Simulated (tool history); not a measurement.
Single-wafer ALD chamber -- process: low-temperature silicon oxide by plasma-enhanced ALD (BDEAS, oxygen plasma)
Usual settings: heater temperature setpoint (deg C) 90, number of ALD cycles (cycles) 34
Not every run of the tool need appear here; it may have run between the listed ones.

run,hour,heater temperature setpoint (deg C),number of ALD cycles (cycles),"read-back reference wafer on the same gauge, thickness_nm",mean film thickness on the monitor wafer (Å)
1,0,90,34,3.966,44.38
2,12.1,90,34,3.967,44.42
3,25.4,90,34,3.966,44.34
4,34.4,90,31,3.965,40.34
5,42.3,90,31,3.965,40.49
# hour 79.9: thermocouple changed; heater temperature recalibrated
6,80.4,90,38,3.967,49.8
7,83.1,100,34,3.969,42.95
8,92.2,100,34,3.966,43.01
9,109.5,100,34,3.971,43.1
10,123.9,77,30,3.969,40.85
# hour 132.2: gauge calibrated
11,137.7,96,29,3.934,36.63
12,151.5,90,37,3.94,47.8
13,161,79,39,3.946,52.53
14,170.5,99,36,3.946,45.46
15,186.6,90,34,3.948,44.24
16,192.8,90,36,3.951,46.71
17,204.5,82,34,3.953,45.24

What if the next run were any one of these 4? Each begins from the tool's condition after run 17:
A,205,90,28,?,?
B,205,84,34,?,?
C,205,90,30,?,?
D,205,79,29,?,?

run,"read-back reference wafer on the same gauge, thickness_nm",mean film thickness on the monitor wafer (Å)
A,3.957,36.36
B,3.957,45.01
C,3.957,38.96
D,3.957,39
Without the tool's unlogged condition, the same runs would have read:
run,mean film thickness on the monitor wafer (Å)
A,36.14
B,44.73
C,38.72
D,38.76
